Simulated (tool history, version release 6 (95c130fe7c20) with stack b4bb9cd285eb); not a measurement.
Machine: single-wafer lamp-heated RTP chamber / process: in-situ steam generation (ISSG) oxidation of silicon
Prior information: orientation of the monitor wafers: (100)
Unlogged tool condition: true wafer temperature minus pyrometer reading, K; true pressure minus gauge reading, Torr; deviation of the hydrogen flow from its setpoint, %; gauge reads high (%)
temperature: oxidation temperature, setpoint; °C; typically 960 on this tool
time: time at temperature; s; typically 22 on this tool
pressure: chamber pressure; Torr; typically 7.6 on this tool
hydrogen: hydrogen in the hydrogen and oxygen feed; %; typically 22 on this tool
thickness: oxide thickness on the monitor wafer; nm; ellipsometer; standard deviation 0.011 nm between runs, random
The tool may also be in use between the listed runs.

| run | hour | temperature | time | pressure | hydrogen | wafers since the last listed run | wafers since the last pyrometer calibration | hours since the pressure gauge was zeroed | hours since the hydrogen flow controller was replaced | hours since the gauge calibration | read-back reference wafer on the same gauge, thickness | thickness |
|---|---|---|---|---|---|---|---|---|---|---|---|---|
| 1 | 0 | 960 | 22 | 7.6 | 29 | 0 | 116 | 876.3 | 2663.9 | 3630.7 | 4.782 | 5.546 |
|  | 58.2 | hydrogen flow controller replaced |
| 2 | 62.9 | 960 | 22 | 7.6 | 22 | 514 | 631 | 939.2 | 4.7 | 3693.6 | 4.78 | 5.139 |
| 3 | 149 | 960 | 22 | 7.6 | 16 | 807 | 1438 | 1025.3 | 90.8 | 3779.7 | 4.779 | 4.782 |
| 4 | 214.1 | 960 | 22 | 6.9 | 22 | 610 | 2049 | 1090.4 | 155.9 | 3844.8 | 4.782 | 5.116 |
| 5 | 280.4 | 960 | 22 | 6.9 | 22 | 621 | 2671 | 1156.7 | 222.2 | 3911.1 | 4.781 | 5.112 |
| 6 | 380.9 | 960 | 22 | 6.9 | 22 | 942 | 3613 | 1257.2 | 322.7 | 4011.6 | 4.781 | 5.104 |
| 7 | 469.9 | 960 | 22 | 7.6 | 26 | 834 | 4448 | 1346.2 | 411.7 | 4100.6 | 4.778 | 5.332 |
|  | 670 | pyrometer window cleaned and pyrometer calibrated |
| 8 | 777.1 | 960 | 30 | 7.6 | 22 | 2805 | 1004 | 1653.4 | 718.9 | 4407.8 | 4.781 | 5.885 |
| 9 | 877.7 | 967 | 22 | 7.6 | 13 | 943 | 1947 | 1754 | 819.5 | 4508.4 | 4.778 | 4.679 |
| 10 | 918.6 | 960 | 22 | 7.6 | 22 | 383 | 2331 | 1794.9 | 860.4 | 4549.3 | 4.78 | 5.154 |
| 11 | 956.4 | 960 | 22 | 7.6 | 22 | 354 | 2685 | 1832.7 | 898.2 | 4587.1 | 4.778 | 5.151 |
| 12 | 1026.7 | 971 | 13 | 7.6 | 13 | 659 | 3344 | 1903 | 968.5 | 4657.4 | 4.78 | 3.78 |
| 13 | 1081 | 972 | 30 | 7.1 | 31 | 509 | 3853 | 1957.3 | 1022.8 | 4711.7 | 4.777 | 6.717 |
| 14 | 1137.3 | 960 | 22 | 7.6 | 22 | 527 | 4381 | 2013.6 | 1079.1 | 4768 | 4.78 | 5.144 |
|  | 1160.5 | gauge calibrated |
| 15 | 1184.4 | 960 | 16 | 7.6 | 22 | 441 | 4823 | 2060.7 | 1126.2 | 23.9 | 4.783 | 4.504 |
|  | 1233 | pressure gauge zeroed |
| 16 | 1262.7 | 949 | 22 | 6.9 | 22 | 659 | 5482 | 29.7 | 1204.5 | 102.2 | 4.781 | 4.941 |
| 17 | 1367.1 | 968 | 22 | 7.6 | 22 | 979 | 6461 | 134.1 | 1308.9 | 206.6 | 4.781 | 5.272 |
|  | 1448.2 | pyrometer window cleaned and pyrometer calibrated |
| 18 | 1448.7 | 949 | 22 | 7.6 | 22 | 690 | 5 | 215.7 | 1390.5 | 288.2 | 4.781 | 4.943 |
| 19 | 1502.1 | 966 | 14 | 7.6 | 22 | 500 | 505 | 269.1 | 1443.9 | 341.6 | 4.779 | 4.356 |
| 20 | 1570 | 960 | 22 | 6.9 | 22 | 636 | 1142 | 337 | 1511.8 | 409.5 | 4.779 | 5.145 |
| 21 | 1630.1 | 953 | 25 | 7.6 | 22 | 563 | 1706 | 397.1 | 1571.9 | 469.6 | 4.78 | 5.299 |
| 22 | 1700.3 | 960 | 19 | 7.6 | 22 | 658 | 2364 | 467.3 | 1642.1 | 539.8 | 4.778 | 4.851 |
| 23 | 1767.2 | 960 | 22 | 8.8 | 22 | 627 | 2991 | 534.2 | 1709 | 606.7 | 4.779 | 5.127 |
| 24 | 1854.9 | 943 | 14 | 7.6 | 22 | 822 | 3814 | 621.9 | 1796.7 | 694.4 | 4.783 | 4.104 |
| 25 | 1909 | 951 | 18 | 7.6 | 14 | 507 | 4321 | 676 | 1850.8 | 748.5 | 4.78 | 4.156 |
| 26 | 1973.2 | 960 | 22 | 7.6 | 31 | 602 | 4923 | 740.2 | 1915 | 812.7 | 4.78 | 5.631 |
| 27 | 2080.9 | 972 | 22 | 8.1 | 22 | 1009 | 5933 | 847.9 | 2022.7 | 920.4 | 4.781 | 5.373 |
| 28 | 2147.8 | 977 | 19 | 6.9 | 29 | 627 | 6560 | 914.8 | 2089.6 | 987.3 | 4.778 | 5.507 |
| 29 | 2222.3 | 960 | 22 | 7.6 | 18 | 698 | 7259 | 989.3 | 2164.1 | 1061.8 | 4.779 | 4.93 |
|  | 2290.5 | pyrometer window cleaned and pyrometer calibrated |
| 30 | 2305.7 | 941 | 20 | 7 | 22 | 707 | 142 | 1072.7 | 2247.5 | 1145.2 | 4.777 | 4.667 |
| 31 | 2393.2 | 949 | 22 | 8.2 | 26 | 820 | 963 | 1160.2 | 2335 | 1232.7 | 4.78 | 5.176 |

Alternative continuations, all from the tool just after run 31; predict every row:
| A | 2393.6 | 960 | 22 | 7.6 | 22 | 3 | 967 | 1160.6 | 2335.4 | 1233.1 | ? | ? |
| B | 2393.6 | 974 | 17 | 7.6 | 14 | 3 | 967 | 1160.6 | 2335.4 | 1233.1 | ? | ? |
| C | 2393.6 | 975 | 22 | 7.6 | 16 | 3 | 967 | 1160.6 | 2335.4 | 1233.1 | ? | ? |
| D | 2393.6 | 960 | 28 | 8.4 | 22 | 3 | 967 | 1160.6 | 2335.4 | 1233.1 | ? | ? |

| run | read-back reference wafer on the same gauge, thickness | thickness |
|---|---|---|
| A | 4.779 | 5.142 |
| B | 4.779 | 4.347 |
| C | 4.779 | 5.034 |
| D | 4.779 | 5.7 |
With no hidden state in the tool, these same runs would have given:
| run | thickness |
|---|---|
| A | 5.092 |
| B | 4.304 |
| C | 4.985 |
| D | 5.648 |
